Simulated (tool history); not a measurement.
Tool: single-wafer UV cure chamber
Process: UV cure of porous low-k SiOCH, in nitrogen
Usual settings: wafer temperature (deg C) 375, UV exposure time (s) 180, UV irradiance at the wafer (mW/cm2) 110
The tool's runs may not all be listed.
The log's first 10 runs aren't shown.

| run | hour | wafer temperature (deg C) | UV exposure time (s) | UV irradiance at the wafer (mW/cm2) | wafers since the last listed run | hours since the UV bulbs were replaced | wafers since the quartz window was cleaned | loss of film thickness in the cure (%) |
|---|---|---|---|---|---|---|---|---|
| 11 | 116.6 | 375 | 180 | 110 | 115 | 1634.1 | 1473 | 9.772 |
| 12 | 129.2 | 375 | 180 | 110 | 85 | 1646.7 | 1558 | 9.862 |
| 13 | 140.1 | 375 | 180 | 110 | 73 | 1657.6 | 1632 | 9.819 |
| 14 | 154.4 | 375 | 180 | 110 | 96 | 1671.9 | 1728 | 9.651 |
| 15 | 163.0 | 375 | 100 | 129 | 58 | 1680.5 | 1786 | 7.925 |
| 16 | 180.1 | 375 | 100 | 129 | 115 | 1697.6 | 1901 | 7.725 |
| 17 | 188.5 | 375 | 220 | 110 | 56 | 1706.0 | 1958 | 10.530 |
| 18 | 203.2 | 375 | 250 | 110 | 99 | 1720.7 | 2057 | 10.902 |
| 19 | 215.0 | 362 | 115 | 110 | 79 | 1732.5 | 2137 | 7.534 |
| 20 | 233.5 | 375 | 95 | 110 | 124 | 1751.0 | 2262 | 6.982 |
| 21 | 245.0 | 357 | 140 | 128 | 77 | 1762.5 | 2339 | 9.001 |
|  | 267.7 | UV bulbs replaced |
| 22 | 270.8 | 375 | 235 | 77 | 120 | 3.1 | 2459 | 9.370 |
| 23 | 280.3 | 392 | 125 | 83 | 64 | 12.6 | 2524 | 7.223 |
|  | 296.1 | quartz window cleaned |
| 24 | 296.6 | 375 | 180 | 110 | 56 | 28.9 | 3 | 9.958 |
| 25 | 308.9 | 375 | 180 | 110 | 82 | 41.2 | 86 | 10.174 |
| 26 | 319.9 | 385 | 145 | 123 | 74 | 52.2 | 160 | 9.803 |
| 27 | 326.4 | 375 | 180 | 110 | 43 | 58.7 | 204 | 10.053 |
| 28 | 341.2 | 375 | 180 | 146 | 99 | 73.5 | 304 | 11.423 |
| 29 | 351.9 | 359 | 230 | 149 | 72 | 84.2 | 376 | 12.222 |
| 30 | 362.6 | 362 | 180 | 87 | 72 | 94.9 | 448 | 8.633 |
| 31 | 377.1 | 366 | 220 | 74 | 97 | 109.4 | 546 | 8.886 |
| 32 | 389.3 | 360 | 180 | 92 | 82 | 121.6 | 629 | 9.139 |
| 33 | 402.1 | 375 | 180 | 133 | 86 | 134.4 | 715 | 11.057 |

4 ways to go on from here, each from the tool as it stands after run 33. What would each give?
| A | 402.6 | 384 | 180 | 110 | 3 | 134.9 | 718 | ? |
| B | 402.6 | 375 | 80 | 92 | 3 | 134.9 | 718 | ? |
| C | 402.6 | 375 | 150 | 110 | 3 | 134.9 | 718 | ? |
| D | 402.6 | 375 | 95 | 127 | 3 | 134.9 | 718 | ? |

| run | loss of film thickness in the cure (%) |
|---|---|
| A | 10.025 |
| B | 5.860 |
| C | 9.082 |
| D | 7.781 |
Without the tool's hidden state the same runs would have given:
| run | loss of film thickness in the cure (%) |
|---|---|
| A | 10.396 |
| B | 6.175 |
| C | 9.442 |
| D | 8.127 |
